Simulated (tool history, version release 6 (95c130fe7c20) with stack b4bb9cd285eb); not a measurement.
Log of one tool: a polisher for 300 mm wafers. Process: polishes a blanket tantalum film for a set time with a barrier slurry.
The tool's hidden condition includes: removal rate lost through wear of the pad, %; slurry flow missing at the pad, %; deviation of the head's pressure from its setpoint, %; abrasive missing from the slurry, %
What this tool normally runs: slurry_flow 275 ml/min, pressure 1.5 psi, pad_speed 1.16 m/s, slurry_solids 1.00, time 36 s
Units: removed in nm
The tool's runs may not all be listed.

run   hour  slurry_flow  pressure  pad_speed  slurry_solids  time  wafers since the last listed run  wafers polished on this pad  hours since the slurry nozzle was cleaned  hours since the head pressure was calibrated  hours since the slurry blender was calibrated  incoming thickness of the incoming film, nm  removed
  1    0.0          275       1.5       1.16           1.00    36                                 0                          597                                       57.8                                         701.5                                          271.3                                        269.7     46.0
  2   50.8          275       1.5       1.16           1.00    36                               604                         1202                                      108.6                                         752.3                                          322.1                                        270.1     44.6
      79.9  -- worn pad replaced by a new one
  3   96.7          275       1.5       1.16           1.00    36                               498                          200                                      154.5                                         798.2                                          368.0                                        269.5     45.2
     138.0  -- slurry nozzle cleaned
  4  145.9          315       1.5       1.16           1.00    36                               573                          774                                        7.9                                         847.4                                          417.2                                        270.7     45.4
  5  175.4          275       1.5       1.16           1.00    36                               351                         1125                                       37.4                                         876.9                                          446.7                                        272.0     44.9
     215.8  -- slurry blender recalibrated
     232.8  -- worn pad replaced by a new one
  6  266.4          275       1.5       1.16           1.00    36                              1012                          399                                      128.4                                         967.9                                           50.6                                        265.9     44.3
     293.0  -- head pressure recalibrated
  7  314.1          275       1.5       1.16           1.00    36                               544                          943                                      176.1                                          21.1                                           98.3                                        270.5     48.7
     352.0  -- worn pad replaced by a new one
  8  364.6          275       1.5       1.16           1.00    36                               553                          149                                      226.6                                          71.6                                          148.8                                        270.9     47.1
     383.7  -- slurry nozzle cleaned
  9  412.7          275       1.5       1.16           0.90    36                               560                          710                                       29.0                                         119.7                                          196.9                                        272.6     46.1
 10  456.5          275       1.8       1.16           1.10    36                               521                         1232                                       72.8                                         163.5                                          240.7                                        270.3     58.6
     477.8  -- worn pad replaced by a new one
 11  513.7          245       1.5       1.16           0.75    36                               633                          427                                      130.0                                         220.7                                          297.9                                        269.3     43.4
 12  551.9          275       1.5       0.92           0.90    46                               454                          882                                      168.2                                         258.9                                          336.1                                        273.1     48.6
 13  582.9          275       1.5       1.16           1.00    36                               369                         1251                                      199.2                                         289.9                                          367.1                                        267.4     47.5
     593.7  -- worn pad replaced by a new one
     608.7  -- slurry nozzle cleaned
 14  625.7          275       1.5       0.92           0.90    46                               450                          369                                       17.0                                         332.7                                          409.9                                        268.3     48.1
 15  674.8          275       1.5       1.16           1.00    45                               584                          954                                       66.1                                         381.8                                          459.0                                        273.3     57.3

What if the next run were any one of these 4? Each begins from the tool's condition after run 15:
  A  675.2          275       1.5       1.16           1.00    36                                 4                          958                                       66.5                                         382.2                                          459.4                                        267.7        ?
  B  675.2          275       1.5       1.04           0.85    36                                 4                          958                                       66.5                                         382.2                                          459.4                                        267.7        ?
  C  675.2          275       1.1       1.16           1.00    36                                 4                          958                                       66.5                                         382.2                                          459.4                                        267.7        ?
  D  675.2          210       1.1       1.26           0.75    36                                 4                          958                                       66.5                                         382.2                                          459.4                                        267.7        ?

run  removed
  A     47.3
  B     41.3
  C     34.7
  D     33.4
With the hidden condition removed and each run's random variation left untouched, the same runs would have given:
run  removed
  A     49.5
  B     43.3
  C     36.3
  D     34.9
